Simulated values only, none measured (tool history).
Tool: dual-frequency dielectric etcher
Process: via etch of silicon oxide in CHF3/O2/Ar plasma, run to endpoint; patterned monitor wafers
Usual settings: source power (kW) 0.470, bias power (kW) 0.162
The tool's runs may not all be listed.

| run | day | source power (kW) | bias power (kW) | incoming incoming film thickness, nm | endpoint time (s) |
|---|---|---|---|---|---|
| 1 | 0.000 | 0.470 | 0.162 | 728.7 | 443.0 |
|  | 4.788 | wet clean of the chamber |
| 2 | 4.808 | 0.410 | 0.162 | 730.9 | 467.8 |
| 3 | 5.642 | 0.410 | 0.162 | 729.7 | 468.4 |
| 4 | 7.692 | 0.520 | 0.162 | 723.6 | 408.9 |
| 5 | 9.488 | 0.470 | 0.193 | 729.2 | 407.5 |
| 6 | 10.529 | 0.470 | 0.193 | 724.5 | 408.2 |
| 7 | 11.954 | 0.470 | 0.185 | 737.4 | 419.6 |
| 8 | 13.933 | 0.470 | 0.185 | 730.5 | 420.2 |
| 9 | 15.879 | 0.470 | 0.162 | 728.8 | 441.9 |
|  | 16.292 | source power generator calibrated |
| 10 | 18.021 | 0.470 | 0.192 | 735.2 | 419.3 |
|  | 20.217 | wet clean of the chamber |
|  | 20.704 | upper electrode replaced |
| 11 | 20.725 | 0.470 | 0.162 | 721.6 | 428.1 |
| 12 | 23.021 | 0.470 | 0.162 | 729.7 | 435.2 |
|  | 23.821 | bias power generator calibrated |
| 13 | 24.629 | 0.470 | 0.162 | 724.7 | 433.8 |
| 14 | 26.742 | 0.550 | 0.125 | 727.5 | 444.3 |
| 15 | 28.558 | 0.580 | 0.162 | 727.3 | 396.1 |
| 16 | 30.033 | 0.560 | 0.141 | 728.0 | 425.2 |
| 17 | 31.417 | 0.470 | 0.193 | 715.1 | 409.2 |
|  | 33.442 | wet clean of the chamber |
| 18 | 33.775 | 0.470 | 0.162 | 734.8 | 437.2 |
| 19 | 36.329 | 0.560 | 0.162 | 730.5 | 400.0 |
| 20 | 38.712 | 0.470 | 0.138 | 730.9 | 469.7 |
| 21 | 40.262 | 0.470 | 0.162 | 727.5 | 439.3 |
| 22 | 42.962 | 0.470 | 0.162 | 724.7 | 444.0 |
| 23 | 44.512 | 0.580 | 0.162 | 729.3 | 401.0 |
|  | 47.296 | wet clean of the chamber |
| 24 | 47.317 | 0.430 | 0.182 | 730.5 | 435.9 |
| 25 | 48.300 | 0.470 | 0.191 | 728.0 | 405.8 |
| 26 | 51.258 | 0.410 | 0.130 | 732.1 | 513.3 |
| 27 | 52.783 | 0.540 | 0.142 | 732.9 | 430.9 |

The tool's hidden state at each run:
source power that arrives over what is set, %: 0 in every run
bias power that arrives over what is set, %: 0 in every run
H1: etch rate over this chamber's usual, %
| run | H1 |
|---|---|
| 1 | -2.49 |
| 2 | 0.289 |
| 3 | 0.0959 |
| 4 | -0.379 |
| 5 | -0.796 |
| 6 | -1.04 |
| 7 | -1.37 |
| 8 | -1.83 |
| 9 | -2.28 |
| 10 | -2.77 |
| 11 | -0.199 |
| 12 | -0.731 |
| 13 | -1.1 |
| 14 | -1.59 |
| 15 | -2.01 |
| 16 | -2.36 |
| 17 | -2.68 |
| 18 | -0.637 |
| 19 | -1.23 |
| 20 | -1.78 |
| 21 | -2.14 |
| 22 | -2.77 |
| 23 | -3.13 |
| 24 | -0.12 |
| 25 | -0.348 |
| 26 | -1.03 |
| 27 | -1.39 |
